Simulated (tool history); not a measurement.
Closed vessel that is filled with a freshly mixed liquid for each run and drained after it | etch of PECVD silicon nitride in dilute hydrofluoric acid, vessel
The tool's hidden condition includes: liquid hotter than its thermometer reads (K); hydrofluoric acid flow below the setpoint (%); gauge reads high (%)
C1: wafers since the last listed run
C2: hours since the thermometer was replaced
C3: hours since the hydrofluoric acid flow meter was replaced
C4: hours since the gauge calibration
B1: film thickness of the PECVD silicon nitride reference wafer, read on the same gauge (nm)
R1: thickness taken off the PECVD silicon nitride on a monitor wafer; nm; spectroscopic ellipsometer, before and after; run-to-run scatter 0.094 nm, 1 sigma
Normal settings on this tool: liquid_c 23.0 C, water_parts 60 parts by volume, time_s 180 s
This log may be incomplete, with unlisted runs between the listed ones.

{"run": 1, "hour": 0.0, "liquid_c": 23.0, "water_parts": 40, "time_s": 180, "C1": 0, "C2": 1683.7, "C3": 1445.3, "C4": 122.3, "B1": 69.91, "R1": 25.92}
{"run": 2, "hour": 59.9, "liquid_c": 23.0, "water_parts": 60, "time_s": 115, "C1": 6444, "C2": 1743.6, "C3": 1505.2, "C4": 182.2, "B1": 69.83, "R1": 11.23}
{"run": 3, "hour": 121.9, "liquid_c": 23.0, "water_parts": 60, "time_s": 115, "C1": 6669, "C2": 1805.6, "C3": 1567.2, "C4": 244.2, "B1": 69.76, "R1": 11.28}
{"run": 4, "hour": 210.1, "liquid_c": 23.0, "water_parts": 50, "time_s": 235, "C1": 9488, "C2": 1893.8, "C3": 1655.4, "C4": 332.4, "B1": 69.62, "R1": 27.61}
{"run": 5, "hour": 296.5, "liquid_c": 23.0, "water_parts": 50, "time_s": 235, "C1": 9294, "C2": 1980.2, "C3": 1741.8, "C4": 418.8, "B1": 69.44, "R1": 27.23}
{"run": 6, "hour": 339.2, "liquid_c": 23.0, "water_parts": 50, "time_s": 235, "C1": 4593, "C2": 2022.9, "C3": 1784.5, "C4": 461.5, "B1": 69.32, "R1": 27.17}
{"run": 7, "hour": 418.9, "liquid_c": 23.0, "water_parts": 60, "time_s": 180, "C1": 8574, "C2": 2102.6, "C3": 1864.2, "C4": 541.2, "B1": 69.1, "R1": 17.41}
{"run": 8, "hour": 489.5, "liquid_c": 23.0, "water_parts": 60, "time_s": 180, "C1": 7595, "C2": 2173.2, "C3": 1934.8, "C4": 611.8, "B1": 68.87, "R1": 17.35}
{"run": 9, "hour": 540.7, "liquid_c": 23.0, "water_parts": 60, "time_s": 180, "C1": 5508, "C2": 2224.4, "C3": 1986.0, "C4": 663.0, "B1": 68.68, "R1": 17.25}
{"hour": 629.6, "done": "hydrofluoric acid flow meter replaced"}
{"run": 10, "hour": 641.4, "liquid_c": 20.5, "water_parts": 60, "time_s": 180, "C1": 10725, "C2": 2325.1, "C3": 11.8, "C4": 763.7, "B1": 68.25, "R1": 14.52}
{"run": 11, "hour": 725.9, "liquid_c": 23.0, "water_parts": 60, "time_s": 180, "C1": 9090, "C2": 2409.6, "C3": 96.3, "C4": 848.2, "B1": 67.86, "R1": 17.18}
{"hour": 761.3, "done": "gauge calibrated"}
{"run": 12, "hour": 824.8, "liquid_c": 23.0, "water_parts": 60, "time_s": 180, "C1": 10639, "C2": 2508.5, "C3": 195.2, "C4": 63.5, "B1": 70.05, "R1": 17.58}
{"run": 13, "hour": 895.0, "liquid_c": 23.0, "water_parts": 60, "time_s": 180, "C1": 7552, "C2": 2578.7, "C3": 265.4, "C4": 133.7, "B1": 70.04, "R1": 17.82}
{"run": 14, "hour": 979.8, "liquid_c": 20.5, "water_parts": 60, "time_s": 180, "C1": 9122, "C2": 2663.5, "C3": 350.2, "C4": 218.5, "B1": 69.93, "R1": 14.92}
{"run": 15, "hour": 1068.0, "liquid_c": 24.5, "water_parts": 60, "time_s": 180, "C1": 9488, "C2": 2751.7, "C3": 438.4, "C4": 306.7, "B1": 69.8, "R1": 19.45}
{"hour": 1076.3, "done": "thermometer replaced"}
{"run": 16, "hour": 1107.8, "liquid_c": 19.5, "water_parts": 90, "time_s": 95, "C1": 4174, "C2": 31.5, "C3": 478.2, "C4": 346.5, "B1": 69.73, "R1": 4.91}
{"run": 17, "hour": 1205.5, "liquid_c": 24.5, "water_parts": 45, "time_s": 145, "C1": 10510, "C2": 129.2, "C3": 575.9, "C4": 444.2, "B1": 69.48, "R1": 20.8}
{"run": 18, "hour": 1311.3, "liquid_c": 26.0, "water_parts": 85, "time_s": 180, "C1": 11381, "C2": 235.0, "C3": 681.7, "C4": 550.0, "B1": 69.2, "R1": 15.11}
{"run": 19, "hour": 1350.6, "liquid_c": 20.5, "water_parts": 85, "time_s": 70, "C1": 4227, "C2": 274.3, "C3": 721.0, "C4": 589.3, "B1": 69.06, "R1": 4.06}
{"run": 20, "hour": 1449.7, "liquid_c": 24.5, "water_parts": 60, "time_s": 135, "C1": 10661, "C2": 373.4, "C3": 820.1, "C4": 688.4, "B1": 68.71, "R1": 14.28}
{"run": 21, "hour": 1491.9, "liquid_c": 23.0, "water_parts": 60, "time_s": 180, "C1": 4539, "C2": 415.6, "C3": 862.3, "C4": 730.6, "B1": 68.54, "R1": 17.39}
{"run": 22, "hour": 1564.6, "liquid_c": 25.0, "water_parts": 45, "time_s": 120, "C1": 7821, "C2": 488.3, "C3": 935.0, "C4": 803.3, "B1": 68.23, "R1": 17.46}
{"run": 23, "hour": 1643.2, "liquid_c": 19.0, "water_parts": 35, "time_s": 235, "C1": 8455, "C2": 566.9, "C3": 1013.6, "C4": 881.9, "B1": 67.84, "R1": 28.7}
{"run": 24, "hour": 1687.0, "liquid_c": 23.0, "water_parts": 60, "time_s": 180, "C1": 4712, "C2": 610.7, "C3": 1057.4, "C4": 925.7, "B1": 67.61, "R1": 16.97}
{"run": 25, "hour": 1753.4, "liquid_c": 25.0, "water_parts": 60, "time_s": 180, "C1": 7143, "C2": 677.1, "C3": 1123.8, "C4": 992.1, "B1": 67.27, "R1": 19.27}

Forecast each of these 4 alternatives for the next run:
{"run": "A", "hour": 1754.1, "liquid_c": 23.0, "water_parts": 60, "time_s": 180, "C1": 75, "C2": 677.8, "C3": 1124.5, "C4": 992.8, "B1": "?", "R1": "?"}
{"run": "B", "hour": 1754.1, "liquid_c": 28.0, "water_parts": 30, "time_s": 275, "C1": 75, "C2": 677.8, "C3": 1124.5, "C4": 992.8, "B1": "?", "R1": "?"}
{"run": "C", "hour": 1754.1, "liquid_c": 23.0, "water_parts": 85, "time_s": 180, "C1": 75, "C2": 677.8, "C3": 1124.5, "C4": 992.8, "B1": "?", "R1": "?"}
{"run": "D", "hour": 1754.1, "liquid_c": 23.0, "water_parts": 30, "time_s": 180, "C1": 75, "C2": 677.8, "C3": 1124.5, "C4": 992.8, "B1": "?", "R1": "?"}

run=A B1=67.26 R1=16.95
run=B B1=67.26 R1=71.21
run=C B1=67.26 R1=12.04
run=D B1=67.26 R1=33.28
With the hidden condition removed and each run's random variation left untouched, the same runs would have given:
run=A R1=17.64
run=B R1=74.11
run=C R1=12.53
run=D R1=34.63
